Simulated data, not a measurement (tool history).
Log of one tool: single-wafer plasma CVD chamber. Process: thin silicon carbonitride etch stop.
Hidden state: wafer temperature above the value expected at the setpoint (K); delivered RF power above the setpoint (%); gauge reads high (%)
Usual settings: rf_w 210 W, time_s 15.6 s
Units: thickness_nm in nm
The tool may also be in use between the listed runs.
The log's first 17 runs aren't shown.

| run | day | rf_w | time_s | wafers since the last listed run | hours since the last thermocouple change | hours since the last RF generator calibration | hours since the showerhead was replaced | hours since the gauge calibration | read-back reference wafer on the same gauge, thickness_nm | thickness_nm |
|---|---|---|---|---|---|---|---|---|---|---|
| 18 | 34.208 | 210 | 15.6 | 1015 | 1311.2 | 204.2 | 282.2 | 1727.0 | 8.822 | 8.677 |
| 19 | 36.067 | 210 | 15.6 | 835 | 1355.8 | 248.8 | 326.8 | 1771.6 | 8.826 | 8.733 |
| 20 | 38.679 | 210 | 15.6 | 1174 | 1418.5 | 311.5 | 389.5 | 1834.3 | 8.812 | 8.704 |
| 21 | 40.975 | 175 | 15.6 | 1032 | 1473.6 | 366.6 | 444.6 | 1889.4 | 8.795 | 7.951 |
|  | 41.312 | gauge calibrated |
| 22 | 43.404 | 185 | 14.5 | 1092 | 1531.9 | 424.9 | 502.9 | 50.2 | 8.814 | 7.608 |
| 23 | 44.521 | 235 | 17.6 | 502 | 1558.7 | 451.7 | 529.7 | 77.0 | 8.821 | 10.174 |
|  | 46.867 | thermocouple changed; heater temperature recalibrated |
| 24 | 47.221 | 230 | 17.3 | 1064 | 8.5 | 516.5 | 594.5 | 141.8 | 8.814 | 9.924 |
| 25 | 48.517 | 195 | 14.7 | 582 | 39.6 | 547.6 | 625.6 | 172.9 | 8.833 | 7.829 |
| 26 | 50.733 | 225 | 17.0 | 996 | 92.8 | 600.8 | 678.8 | 226.1 | 8.802 | 9.685 |
| 27 | 52.204 | 210 | 17.6 | 661 | 128.1 | 636.1 | 714.1 | 261.4 | 8.810 | 9.730 |
| 28 | 53.383 | 210 | 15.6 | 530 | 156.4 | 664.4 | 742.4 | 289.7 | 8.806 | 8.564 |

Run 29 comes next. What will it give?
| 29 | 62.071 | 185 | 13.7 | 3906 | 364.9 | 872.9 | 950.9 | 498.2 | ? | ? |

read-back reference wafer on the same gauge, thickness_nm: 8.790
thickness_nm: 7.000 nm
Without the tool's hidden state the same run would have given thickness_nm 7.160 nm.

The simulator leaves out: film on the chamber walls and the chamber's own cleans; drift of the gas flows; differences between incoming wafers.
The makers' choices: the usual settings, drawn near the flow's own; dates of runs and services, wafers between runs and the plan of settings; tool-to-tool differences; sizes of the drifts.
